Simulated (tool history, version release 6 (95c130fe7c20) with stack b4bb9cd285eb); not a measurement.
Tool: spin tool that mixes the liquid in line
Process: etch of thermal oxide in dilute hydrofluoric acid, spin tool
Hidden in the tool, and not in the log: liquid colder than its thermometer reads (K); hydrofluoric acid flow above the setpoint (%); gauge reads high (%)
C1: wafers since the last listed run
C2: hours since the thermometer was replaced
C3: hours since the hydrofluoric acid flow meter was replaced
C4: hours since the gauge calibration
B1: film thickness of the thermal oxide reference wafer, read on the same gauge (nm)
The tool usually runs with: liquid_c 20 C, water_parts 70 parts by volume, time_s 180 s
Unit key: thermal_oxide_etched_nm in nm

{"run": 1, "hour": 0.0, "liquid_c": 20, "water_parts": 70, "time_s": 180, "C1": 0, "C2": 1086.8, "C3": 971.8, "C4": 91.6, "B1": 149.97, "thermal_oxide_etched_nm": 12.2}
{"run": 2, "hour": 107.2, "liquid_c": 20, "water_parts": 70, "time_s": 180, "C1": 501, "C2": 1194, "C3": 1079, "C4": 198.8, "B1": 150.04, "thermal_oxide_etched_nm": 12.12}
{"run": 3, "hour": 144.3, "liquid_c": 20, "water_parts": 70, "time_s": 180, "C1": 173, "C2": 1231.1, "C3": 1116.1, "C4": 235.9, "B1": 150.02, "thermal_oxide_etched_nm": 12.13}
{"run": 4, "hour": 216.6, "liquid_c": 20, "water_parts": 70, "time_s": 180, "C1": 338, "C2": 1303.4, "C3": 1188.4, "C4": 308.2, "B1": 150.03, "thermal_oxide_etched_nm": 12.21}
{"run": 5, "hour": 317.6, "liquid_c": 20, "water_parts": 70, "time_s": 180, "C1": 472, "C2": 1404.4, "C3": 1289.4, "C4": 409.2, "B1": 150.02, "thermal_oxide_etched_nm": 12.34}
{"run": 6, "hour": 356.6, "liquid_c": 20, "water_parts": 70, "time_s": 180, "C1": 182, "C2": 1443.4, "C3": 1328.4, "C4": 448.2, "B1": 150.01, "thermal_oxide_etched_nm": 12.34}
{"run": 7, "hour": 450.4, "liquid_c": 20, "water_parts": 70, "time_s": 180, "C1": 438, "C2": 1537.2, "C3": 1422.2, "C4": 542, "B1": 149.96, "thermal_oxide_etched_nm": 12.5}
{"run": 8, "hour": 505.4, "liquid_c": 23.5, "water_parts": 85, "time_s": 115, "C1": 257, "C2": 1592.2, "C3": 1477.2, "C4": 597, "B1": 149.99, "thermal_oxide_etched_nm": 7.37}
{"run": 9, "hour": 609.2, "liquid_c": 23, "water_parts": 45, "time_s": 125, "C1": 485, "C2": 1696, "C3": 1581, "C4": 700.8, "B1": 149.99, "thermal_oxide_etched_nm": 15.88}
{"hour": 664.8, "done": "gauge calibrated"}
{"run": 10, "hour": 673.6, "liquid_c": 20, "water_parts": 70, "time_s": 180, "C1": 301, "C2": 1760.4, "C3": 1645.4, "C4": 8.8, "B1": 150.02, "thermal_oxide_etched_nm": 12.42}
{"run": 11, "hour": 728.2, "liquid_c": 18.5, "water_parts": 80, "time_s": 210, "C1": 255, "C2": 1815, "C3": 1700, "C4": 63.4, "B1": 150.01, "thermal_oxide_etched_nm": 11.86}
{"hour": 779.3, "done": "hydrofluoric acid flow meter replaced"}
{"hour": 792.3, "done": "thermometer replaced"}
{"run": 12, "hour": 797.3, "liquid_c": 17, "water_parts": 90, "time_s": 255, "C1": 313, "C2": 5, "C3": 18, "C4": 132.5, "B1": 149.99, "thermal_oxide_etched_nm": 10.64}
{"run": 13, "hour": 848.5, "liquid_c": 17, "water_parts": 95, "time_s": 85, "C1": 239, "C2": 56.2, "C3": 69.2, "C4": 183.7, "B1": 150.01, "thermal_oxide_etched_nm": 3.45}
{"run": 14, "hour": 947.6, "liquid_c": 24.5, "water_parts": 85, "time_s": 245, "C1": 463, "C2": 155.3, "C3": 168.3, "C4": 282.8, "B1": 150, "thermal_oxide_etched_nm": 15.18}
{"run": 15, "hour": 1045.4, "liquid_c": 18, "water_parts": 40, "time_s": 280, "C1": 457, "C2": 253.1, "C3": 266.1, "C4": 380.6, "B1": 149.99, "thermal_oxide_etched_nm": 29.91}

Some steps in thermal_oxide_etched_nm between neighbouring runs. How much of each would the tool show without its hidden state too (settings, what came in, random variation), and how much is left for the hidden state, with any gauge scatter that isn't in both results?
Run 11 -> 12: liquid_c 18.5 -> 17, water_parts 80 -> 90, time_s 210 -> 255, hydrofluoric acid flow meter replaced, thermometer replaced. thermal_oxide_etched_nm -1.22 nm: hidden state -1.26, all else +0.04.
Run 14 -> 15: liquid_c 24.5 -> 18, water_parts 85 -> 40, time_s 245 -> 280. thermal_oxide_etched_nm +14.73 nm: hidden state +0.59, all else +14.14.

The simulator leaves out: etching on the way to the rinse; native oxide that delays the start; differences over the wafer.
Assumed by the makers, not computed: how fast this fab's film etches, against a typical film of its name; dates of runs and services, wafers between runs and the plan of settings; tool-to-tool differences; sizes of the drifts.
